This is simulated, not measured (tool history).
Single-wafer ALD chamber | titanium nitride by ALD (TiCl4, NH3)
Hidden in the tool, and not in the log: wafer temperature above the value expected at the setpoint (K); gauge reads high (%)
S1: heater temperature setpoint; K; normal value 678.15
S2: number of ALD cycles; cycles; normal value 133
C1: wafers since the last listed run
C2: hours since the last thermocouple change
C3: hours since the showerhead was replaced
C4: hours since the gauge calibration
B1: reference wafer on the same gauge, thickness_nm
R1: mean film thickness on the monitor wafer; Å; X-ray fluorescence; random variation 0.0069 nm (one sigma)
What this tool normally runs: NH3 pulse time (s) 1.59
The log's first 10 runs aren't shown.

{"run": 11, "hour": 325.2, "S1": 678.15, "S2": 133, "NH3 pulse time (s)": 1.59, "C1": 26, "C2": 28.5, "C3": 4408.8, "C4": 521.9, "B1": 3.202, "R1": 27.69}
{"run": 12, "hour": 338.8, "S1": 678.15, "S2": 133, "NH3 pulse time (s)": 1.59, "C1": 22, "C2": 42.1, "C3": 4422.4, "C4": 535.5, "B1": 3.199, "R1": 27.66}
{"run": 13, "hour": 369.9, "S1": 678.15, "S2": 133, "NH3 pulse time (s)": 1.59, "C1": 50, "C2": 73.2, "C3": 4453.5, "C4": 566.6, "B1": 3.197, "R1": 27.58}
{"run": 14, "hour": 401.8, "S1": 678.15, "S2": 133, "NH3 pulse time (s)": 1.59, "C1": 52, "C2": 105.1, "C3": 4485.4, "C4": 598.5, "B1": 3.201, "R1": 27.64}
{"run": 15, "hour": 432.3, "S1": 678.15, "S2": 133, "NH3 pulse time (s)": 1.59, "C1": 49, "C2": 135.6, "C3": 4515.9, "C4": 629.0, "B1": 3.201, "R1": 27.61}
{"run": 16, "hour": 459.7, "S1": 678.15, "S2": 133, "NH3 pulse time (s)": 2.07, "C1": 44, "C2": 163.0, "C3": 4543.3, "C4": 656.4, "B1": 3.197, "R1": 27.99}
{"run": 17, "hour": 492.8, "S1": 678.15, "S2": 133, "NH3 pulse time (s)": 1.59, "C1": 53, "C2": 196.1, "C3": 4576.4, "C4": 689.5, "B1": 3.198, "R1": 27.65}
{"run": 18, "hour": 511.1, "S1": 678.15, "S2": 133, "NH3 pulse time (s)": 1.59, "C1": 29, "C2": 214.4, "C3": 4594.7, "C4": 707.8, "B1": 3.2, "R1": 27.5}
{"run": 19, "hour": 528.1, "S1": 682.15, "S2": 133, "NH3 pulse time (s)": 1.59, "C1": 27, "C2": 231.4, "C3": 4611.7, "C4": 724.8, "B1": 3.201, "R1": 27.67}
{"run": 20, "hour": 544.1, "S1": 678.15, "S2": 118, "NH3 pulse time (s)": 1.36, "C1": 26, "C2": 247.4, "C3": 4627.7, "C4": 740.8, "B1": 3.199, "R1": 24.42}
{"run": 21, "hour": 561.9, "S1": 674.15, "S2": 133, "NH3 pulse time (s)": 2.02, "C1": 29, "C2": 265.2, "C3": 4645.5, "C4": 758.6, "B1": 3.201, "R1": 27.99}
{"run": 22, "hour": 583.6, "S1": 678.15, "S2": 156, "NH3 pulse time (s)": 1.94, "C1": 35, "C2": 286.9, "C3": 4667.2, "C4": 780.3, "B1": 3.201, "R1": 32.73}
{"hour": 599.0, "done": "showerhead replaced"}
{"run": 23, "hour": 617.2, "S1": 678.15, "S2": 156, "NH3 pulse time (s)": 1.94, "C1": 41, "C2": 320.5, "C3": 18.2, "C4": 813.9, "B1": 3.201, "R1": 32.57}
{"run": 24, "hour": 650.6, "S1": 687.15, "S2": 148, "NH3 pulse time (s)": 1.38, "C1": 54, "C2": 353.9, "C3": 51.6, "C4": 847.3, "B1": 3.198, "R1": 30.75}
{"run": 25, "hour": 674.8, "S1": 686.15, "S2": 133, "NH3 pulse time (s)": 2.0, "C1": 39, "C2": 378.1, "C3": 75.8, "C4": 871.5, "B1": 3.2, "R1": 28.01}
{"hour": 683.8, "done": "gauge calibrated"}
{"run": 26, "hour": 708.1, "S1": 678.15, "S2": 154, "NH3 pulse time (s)": 1.13, "C1": 54, "C2": 411.4, "C3": 109.1, "C4": 24.3, "B1": 3.202, "R1": 31.44}
{"run": 27, "hour": 737.8, "S1": 678.15, "S2": 107, "NH3 pulse time (s)": 1.59, "C1": 48, "C2": 441.1, "C3": 138.8, "C4": 54.0, "B1": 3.203, "R1": 22.27}
{"run": 28, "hour": 763.5, "S1": 664.15, "S2": 133, "NH3 pulse time (s)": 1.33, "C1": 41, "C2": 466.8, "C3": 164.5, "C4": 79.7, "B1": 3.199, "R1": 26.97}
{"run": 29, "hour": 778.0, "S1": 665.15, "S2": 133, "NH3 pulse time (s)": 2.17, "C1": 23, "C2": 481.3, "C3": 179.0, "C4": 94.2, "B1": 3.198, "R1": 27.83}
{"run": 30, "hour": 795.2, "S1": 687.15, "S2": 133, "NH3 pulse time (s)": 1.16, "C1": 28, "C2": 498.5, "C3": 196.2, "C4": 111.4, "B1": 3.199, "R1": 27.23}
{"run": 31, "hour": 821.4, "S1": 678.15, "S2": 133, "NH3 pulse time (s)": 1.59, "C1": 42, "C2": 524.7, "C3": 222.4, "C4": 137.6, "B1": 3.199, "R1": 27.61}
{"run": 32, "hour": 840.2, "S1": 678.15, "S2": 133, "NH3 pulse time (s)": 1.59, "C1": 30, "C2": 543.5, "C3": 241.2, "C4": 156.4, "B1": 3.2, "R1": 27.58}
{"run": 33, "hour": 864.7, "S1": 678.15, "S2": 133, "NH3 pulse time (s)": 1.59, "C1": 39, "C2": 568.0, "C3": 265.7, "C4": 180.9, "B1": 3.202, "R1": 27.7}
{"run": 34, "hour": 899.2, "S1": 678.15, "S2": 133, "NH3 pulse time (s)": 1.23, "C1": 56, "C2": 602.5, "C3": 300.2, "C4": 215.4, "B1": 3.199, "R1": 27.33}
{"run": 35, "hour": 919.5, "S1": 693.15, "S2": 156, "NH3 pulse time (s)": 1.3, "C1": 33, "C2": 622.8, "C3": 320.5, "C4": 235.7, "B1": 3.201, "R1": 32.48}

4 ways to go on from here, each from the tool as it stands after run 35. What would each give?
{"run": "A", "hour": 920.2, "S1": 678.15, "S2": 133, "NH3 pulse time (s)": 1.59, "C1": 1, "C2": 623.5, "C3": 321.2, "C4": 236.4, "B1": "?", "R1": "?"}
{"run": "B", "hour": 920.2, "S1": 689.15, "S2": 116, "NH3 pulse time (s)": 2.0, "C1": 1, "C2": 623.5, "C3": 321.2, "C4": 236.4, "B1": "?", "R1": "?"}
{"run": "C", "hour": 920.2, "S1": 668.15, "S2": 113, "NH3 pulse time (s)": 0.98, "C1": 1, "C2": 623.5, "C3": 321.2, "C4": 236.4, "B1": "?", "R1": "?"}
{"run": "D", "hour": 920.2, "S1": 669.15, "S2": 159, "NH3 pulse time (s)": 1.59, "C1": 1, "C2": 623.5, "C3": 321.2, "C4": 236.4, "B1": "?", "R1": "?"}

run=A B1=3.199 R1=27.68
run=B B1=3.199 R1=24.48
run=C B1=3.199 R1=22.56
run=D B1=3.199 R1=32.91
Had the tool no hidden state, the same runs would have come out as:
run=A R1=27.68
run=B R1=24.48
run=C R1=22.56
run=D R1=32.91

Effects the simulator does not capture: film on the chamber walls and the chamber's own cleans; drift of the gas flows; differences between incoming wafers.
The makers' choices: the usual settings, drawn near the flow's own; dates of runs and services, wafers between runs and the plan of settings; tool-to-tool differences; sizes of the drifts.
